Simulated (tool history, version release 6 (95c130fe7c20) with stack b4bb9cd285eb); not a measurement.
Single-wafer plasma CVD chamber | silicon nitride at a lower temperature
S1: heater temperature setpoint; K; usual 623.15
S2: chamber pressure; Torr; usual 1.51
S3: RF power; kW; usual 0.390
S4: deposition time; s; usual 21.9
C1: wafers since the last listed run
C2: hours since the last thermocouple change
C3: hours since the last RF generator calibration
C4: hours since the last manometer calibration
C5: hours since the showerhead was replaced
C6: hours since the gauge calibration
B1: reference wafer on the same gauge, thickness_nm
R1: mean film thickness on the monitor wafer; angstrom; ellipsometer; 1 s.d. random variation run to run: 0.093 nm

| run | hour | S1 | S2 | S3 | S4 | C1 | C2 | C3 | C4 | C5 | C6 | B1 | R1 |
|---|---|---|---|---|---|---|---|---|---|---|---|---|---|
| 1 | 0.0 | 623.15 | 1.51 | 0.390 | 21.9 | 0 | 2225.3 | 1795.0 | 1908.2 | 7122.9 | 1875.3 | 30.406 | 293.66 |
| 2 | 84.3 | 623.15 | 1.51 | 0.390 | 21.9 | 1125 | 2309.6 | 1879.3 | 1992.5 | 7207.2 | 1959.6 | 30.413 | 293.08 |
|  | 103.1 | showerhead replaced |
|  | 186.0 | gauge calibrated |
| 3 | 187.9 | 623.15 | 1.51 | 0.390 | 21.9 | 1276 | 2413.2 | 1982.9 | 2096.1 | 84.8 | 1.9 | 30.374 | 293.40 |
| 4 | 282.9 | 623.15 | 1.51 | 0.390 | 21.9 | 1268 | 2508.2 | 2077.9 | 2191.1 | 179.8 | 96.9 | 30.413 | 289.85 |
|  | 334.5 | capacitance manometer re-zeroed and calibrated |
| 5 | 344.0 | 623.15 | 1.51 | 0.390 | 21.9 | 708 | 2569.3 | 2139.0 | 9.5 | 240.9 | 158.0 | 30.410 | 294.76 |
| 6 | 443.6 | 623.15 | 1.51 | 0.390 | 21.9 | 1329 | 2668.9 | 2238.6 | 109.1 | 340.5 | 257.6 | 30.402 | 294.70 |
| 7 | 519.4 | 623.15 | 1.51 | 0.390 | 21.9 | 1012 | 2744.7 | 2314.4 | 184.9 | 416.3 | 333.4 | 30.395 | 291.78 |
|  | 569.4 | RF generator calibrated |
|  | 594.8 | thermocouple changed; heater temperature recalibrated |
| 8 | 595.3 | 608.15 | 1.80 | 0.365 | 21.9 | 799 | 0.5 | 25.9 | 260.8 | 492.2 | 409.3 | 30.411 | 292.00 |
| 9 | 678.2 | 636.15 | 1.51 | 0.390 | 21.9 | 1106 | 83.4 | 108.8 | 343.7 | 575.1 | 492.2 | 30.386 | 298.32 |
| 10 | 751.2 | 623.15 | 1.51 | 0.350 | 21.9 | 974 | 156.4 | 181.8 | 416.7 | 648.1 | 565.2 | 30.416 | 268.83 |
| 11 | 842.9 | 623.15 | 1.51 | 0.355 | 21.9 | 1224 | 248.1 | 273.5 | 508.4 | 739.8 | 656.9 | 30.404 | 271.99 |
| 12 | 930.6 | 623.15 | 1.51 | 0.390 | 21.9 | 1170 | 335.8 | 361.2 | 596.1 | 827.5 | 744.6 | 30.395 | 298.88 |
| 13 | 1026.2 | 623.15 | 1.51 | 0.390 | 21.9 | 1276 | 431.4 | 456.8 | 691.7 | 923.1 | 840.2 | 30.396 | 299.02 |
| 14 | 1075.5 | 623.15 | 1.32 | 0.390 | 25.3 | 658 | 480.7 | 506.1 | 741.0 | 972.4 | 889.5 | 30.374 | 337.90 |
| 15 | 1139.0 | 623.15 | 1.51 | 0.390 | 21.9 | 847 | 544.2 | 569.6 | 804.5 | 1035.9 | 953.0 | 30.416 | 299.51 |
| 16 | 1244.9 | 623.15 | 1.79 | 0.335 | 18.4 | 1413 | 650.1 | 675.5 | 910.4 | 1141.8 | 1058.9 | 30.406 | 221.01 |
| 17 | 1283.3 | 617.15 | 1.51 | 0.370 | 17.7 | 512 | 688.5 | 713.9 | 948.8 | 1180.2 | 1097.3 | 30.412 | 230.85 |
| 18 | 1361.3 | 623.15 | 1.51 | 0.335 | 21.9 | 1041 | 766.5 | 791.9 | 1026.8 | 1258.2 | 1175.3 | 30.406 | 253.97 |
| 19 | 1407.2 | 623.15 | 1.51 | 0.390 | 23.7 | 612 | 812.4 | 837.8 | 1072.7 | 1304.1 | 1221.2 | 30.382 | 321.68 |
| 20 | 1473.9 | 618.15 | 1.70 | 0.325 | 17.8 | 890 | 879.1 | 904.5 | 1139.4 | 1370.8 | 1287.9 | 30.438 | 204.44 |
| 21 | 1725.1 | 623.15 | 1.88 | 0.310 | 21.9 | 3353 | 1130.3 | 1155.7 | 1390.6 | 1622.0 | 1539.1 | 30.365 | 241.90 |
| 22 | 1793.9 | 614.15 | 1.78 | 0.350 | 17.8 | 918 | 1199.1 | 1224.5 | 1459.4 | 1690.8 | 1607.9 | 30.391 | 223.40 |
| 23 | 1866.3 | 617.15 | 1.51 | 0.370 | 17.7 | 966 | 1271.5 | 1296.9 | 1531.8 | 1763.2 | 1680.3 | 30.421 | 228.13 |
| 24 | 1921.7 | 623.15 | 1.51 | 0.465 | 21.9 | 739 | 1326.9 | 1352.3 | 1587.2 | 1818.6 | 1735.7 | 30.402 | 343.57 |
| 25 | 1991.8 | 628.15 | 1.51 | 0.390 | 21.9 | 935 | 1397.0 | 1422.4 | 1657.3 | 1888.7 | 1805.8 | 30.381 | 295.87 |
| 26 | 2043.9 | 623.15 | 1.51 | 0.420 | 19.4 | 695 | 1449.1 | 1474.5 | 1709.4 | 1940.8 | 1857.9 | 30.425 | 279.03 |
| 27 | 2134.4 | 629.15 | 1.51 | 0.390 | 25.6 | 1208 | 1539.6 | 1565.0 | 1799.9 | 2031.3 | 1948.4 | 30.394 | 341.82 |
| 28 | 2216.4 | 623.15 | 1.51 | 0.390 | 21.9 | 1094 | 1621.6 | 1647.0 | 1881.9 | 2113.3 | 2030.4 | 30.392 | 293.60 |
| 29 | 2352.1 | 631.15 | 1.37 | 0.410 | 21.9 | 1811 | 1757.3 | 1782.7 | 2017.6 | 2249.0 | 2166.1 | 30.408 | 300.26 |

Forecast each of these 3 alternatives for the next run:
| A | 2352.5 | 623.15 | 1.51 | 0.370 | 21.9 | 5 | 1757.7 | 1783.1 | 2018.0 | 2249.4 | 2166.5 | ? | ? |
| B | 2352.5 | 623.15 | 1.17 | 0.390 | 18.0 | 5 | 1757.7 | 1783.1 | 2018.0 | 2249.4 | 2166.5 | ? | ? |
| C | 2352.5 | 623.15 | 1.64 | 0.345 | 20.5 | 5 | 1757.7 | 1783.1 | 2018.0 | 2249.4 | 2166.5 | ? | ? |

| run | B1 | R1 |
|---|---|---|
| A | 30.411 | 276.57 |
| B | 30.411 | 228.74 |
| C | 30.411 | 244.29 |
Without the tool's hidden state the same runs would have given:
| run | R1 |
|---|---|
| A | 285.09 |
| B | 235.88 |
| C | 251.95 |
